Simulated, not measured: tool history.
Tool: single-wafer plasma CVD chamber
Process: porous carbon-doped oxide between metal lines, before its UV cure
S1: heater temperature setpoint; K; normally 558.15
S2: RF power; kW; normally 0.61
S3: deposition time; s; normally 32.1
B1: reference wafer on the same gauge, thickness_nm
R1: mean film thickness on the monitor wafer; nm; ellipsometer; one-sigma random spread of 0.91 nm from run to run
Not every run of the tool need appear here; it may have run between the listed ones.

Run 1, hour 0: usual settings but S2 0.68 kW; B1 207.8. Result: R1 230.237 nm.
Run 2, hour 41.4: usual settings but S3 29.6 s; B1 207.397. Result: R1 196.437 nm.
Run 3, hour 104.7: usual settings; B1 207.479. Result: R1 212.877 nm.
Run 4, hour 159.4: usual settings; B1 207.419. Result: R1 213.79 nm.
Run 5, hour 301.4: usual settings; B1 207.563. Result: R1 212.869 nm.
Run 6, hour 337: usual settings; B1 207.588. Result: R1 211.982 nm.
Run 7, hour 384.6: usual settings but S2 0.545 kW, S3 28.2 s; B1 207.377. Result: R1 171.276 nm.
Run 8, hour 452.9: usual settings but S2 0.545 kW, S3 28.2 s; B1 207.432. Result: R1 171.198 nm.
Run 9, hour 500.7: usual settings but S2 0.545 kW, S3 28.2 s; B1 217.508. Result: R1 181.282 nm.
Run 10, hour 524.3: usual settings but S3 28.6 s; B1 216.907. Result: R1 198.343 nm.
Run 11, hour 575.7: usual settings but S3 28.6 s; B1 216.524. Result: R1 197.673 nm.
Run 12, hour 611.1: usual settings but S3 28.6 s; B1 216.11. Result: R1 199.657 nm.
Run 13, hour 645: usual settings; B1 215.216. Result: R1 221.798 nm.
Run 14, hour 697.3: usual settings but S2 0.655 kW; B1 215.004. Result: R1 233.295 nm.
Run 15, hour 809.1: usual settings; B1 213.81. Result: R1 220.745 nm.
Run 16, hour 845.5: usual settings but S2 0.52 kW, S3 26 s; B1 213.741. Result: R1 158.497 nm.
Run 17, hour 886.5: usual settings but S1 549.15 K; B1 213.504. Result: R1 233.532 nm.
Run 18, hour 939.7: usual settings but S1 554.15 K, S2 0.715 kW; B1 212.777. Result: R1 251.87 nm.
Run 19, hour 1036: usual settings but S1 549.15 K, S3 29.9 s; B1 212.376. Result: R1 215.936 nm.
Run 20, hour 1104.5: usual settings but S1 552.15 K, S3 38.4 s; B1 211.798. Result: R1 271.051 nm.
Run 21, hour 1159: usual settings but S1 566.15 K; B1 211.649. Result: R1 204.896 nm.
Run 22, hour 1227.5: usual settings but S1 567.15 K, S3 34.7 s; B1 211.262. Result: R1 219.418 nm.
Run 23, hour 1275.6: usual settings but S2 0.72 kW, S3 34.6 s; B1 210.794. Result: R1 262.867 nm.
Run 24, hour 1314.4: usual settings but S1 566.15 K; B1 210.399. Result: R1 204.785 nm.
Run 25, hour 1347.8: usual settings but S2 0.68 kW; B1 210.637. Result: R1 234.427 nm.
Run 26, hour 1399.8: usual settings but S1 545.15 K, S3 28.7 s; B1 210.095. Result: R1 214.378 nm.
Run 27, hour 1462.8: usual settings but S1 571.15 K, S2 0.665 kW, S3 33.8 s; B1 210.08. Result: R1 221.089 nm.
Run 28, hour 1528.3: usual settings but S2 0.57 kW; B1 210.04. Result: R1 205.509 nm.
Run 29, hour 1592.8: usual settings but S1 547.15 K; B1 209.702. Result: R1 234.288 nm.
Run 30, hour 1648.3: usual settings but S1 568.15 K, S2 0.65 kW, S3 36.8 s; B1 209.799. Result: R1 238.714 nm.
Run 31, hour 1701.9: usual settings; B1 209.355. Result: R1 213.173 nm.
Run 32, hour 1743.7: usual settings; B1 209.668. Result: R1 214.168 nm.
Run 33, hour 1800.2: usual settings but S1 569.15 K; B1 209.293. Result: R1 200.861 nm.

Not shown: 5 entries that the log had between the listed runs. Between which runs, and how does the tool's hidden state differ before and after?
Runs 8 to 9: gauge calibrated (hour 492.8); RF generator calibrated (hour 500.2)
  gauge reads high (%): -4.94 -> -0.338
  measured result minus the result with no hidden state, R1: -8.896 -> -0.614 nm
Runs 15 to 16: showerhead replaced (hour 845.1)
  gauge reads high (%): -1.82 -> -1.96
  measured result minus the result with no hidden state, R1: -4.092 -> -3.168 nm
Runs 25 to 26: thermocouple changed; heater temperature recalibrated (hour 1392.4)
  gauge reads high (%): -3.35 -> -3.45
  measured result minus the result with no hidden state, R1: -8.132 -> -7.666 nm
Runs 30 to 31: RF generator calibrated (hour 1700.9)
  gauge reads high (%): -3.85 -> -3.92
  measured result minus the result with no hidden state, R1: -9.555 -> -8.695 nm
